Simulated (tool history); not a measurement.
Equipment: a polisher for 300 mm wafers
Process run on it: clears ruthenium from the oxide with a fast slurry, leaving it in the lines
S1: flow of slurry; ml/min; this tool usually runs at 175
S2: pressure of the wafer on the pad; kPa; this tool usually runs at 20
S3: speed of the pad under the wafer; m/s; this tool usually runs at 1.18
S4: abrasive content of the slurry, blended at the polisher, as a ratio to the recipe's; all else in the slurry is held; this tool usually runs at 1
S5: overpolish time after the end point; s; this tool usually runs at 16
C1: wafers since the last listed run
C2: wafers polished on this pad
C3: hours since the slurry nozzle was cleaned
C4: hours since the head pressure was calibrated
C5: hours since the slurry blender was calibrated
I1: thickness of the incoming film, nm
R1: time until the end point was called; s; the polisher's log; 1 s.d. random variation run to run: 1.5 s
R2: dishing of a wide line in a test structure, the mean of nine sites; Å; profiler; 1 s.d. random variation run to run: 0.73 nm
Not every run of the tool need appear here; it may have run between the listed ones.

run,hour,S1,S2,S3,S4,S5,C1,C2,C3,C4,C5,I1,R1,R2
1,0,195,20,1.18,0.8,16,0,907,60,705.6,147.9,299.1,93.4,432
2,33.3,175,20,1.18,1,16,347,1254,93.3,738.9,181.2,297.4,82.6,474
3,61.2,175,20,1.18,1,16,291,1545,121.2,766.8,209.1,298,84.9,470
# hour 67.8: head pressure recalibrated
4,83.4,175,20,1.18,1,16,210,1756,143.4,15.6,231.3,300.7,89.1,455
5,108.6,175,20,1.18,1,16,262,2019,168.6,40.8,256.5,295.7,86.9,456
6,126.3,175,20,1.18,1,16,184,2204,186.3,58.5,274.2,300,91.1,436
# hour 155.4: slurry blender recalibrated
7,159.6,175,20,1.18,1,16,326,2530,219.6,91.8,4.2,301.7,96,434
# hour 171.8: worn pad replaced by a new one, of another model than before
8,189.2,175,24.8,1.18,1.1,22,267,181,249.2,121.4,33.8,300.4,69,730
9,205.4,115,16.5,1.18,0.9,16,169,350,265.4,137.6,50,303.6,106.1,390
10,219.3,175,20,1.18,1.15,19,145,495,279.3,151.5,63.9,300.8,78.1,595
11,246.1,175,20,1.18,1,21,279,774,306.1,178.3,90.7,301.5,84.5,620
12,281.9,175,20,1.18,1,16,373,1148,341.9,214.1,126.5,298.7,81.8,465
13,294.5,115,16.5,1.18,0.9,16,131,1279,354.5,226.7,139.1,301.3,104.1,391
14,322.8,175,20,1.42,1,16,295,1575,382.8,255,167.4,301.6,75.6,520
15,343.4,175,20,1.48,0.8,6,214,1790,403.4,275.6,188,305.7,88.5,194
16,367.9,175,20,1.18,1,16,255,2045,427.9,300.1,212.5,302.9,88.3,457
17,387.7,195,20,1.18,0.8,16,206,2252,447.7,319.9,232.3,299.2,104.2,397
# hour 399.1: worn pad replaced by a new one
18,407,205,17.9,1.18,1.3,8,159,82,467,339.2,251.6,299.2,75.4,290
# hour 439.6: slurry nozzle cleaned
19,440.9,175,20,1.46,0.8,16,343,425,1.3,373.1,285.5,301.2,79,495
20,469.1,145,20,1.18,1.1,22,294,719,29.5,401.3,313.7,299.2,83.2,643
21,498.1,175,20,1.18,1,16,302,1022,58.5,430.3,342.7,301.1,83.6,480
22,524.9,175,13.8,1.18,1,16,279,1302,85.3,457.1,369.5,306.9,102,406
# hour 531.6: slurry blender recalibrated
23,538,175,20,1.18,1,16,115,1417,98.4,470.2,6.4,298.3,86.1,477
24,551.5,175,14.5,1.18,1.2,16,140,1558,111.9,483.7,19.9,297.2,92.7,449
25,577.8,175,20,1.18,1,7,274,1833,138.2,510,46.2,299.7,87.6,217

Estimate the outcome of run 26 from the log above:
# hour 596.3: worn pad replaced by a new one
26,608.5,175,20,1.18,1,16,278,127,168.9,540.7,76.9,299.8,?,?

{"run 26": {"R1": 80, "R2": 506}}
If the tool had no hidden condition, the same run with the same run-to-run variation would have returned R1 79.1 s, R2 511 Å.
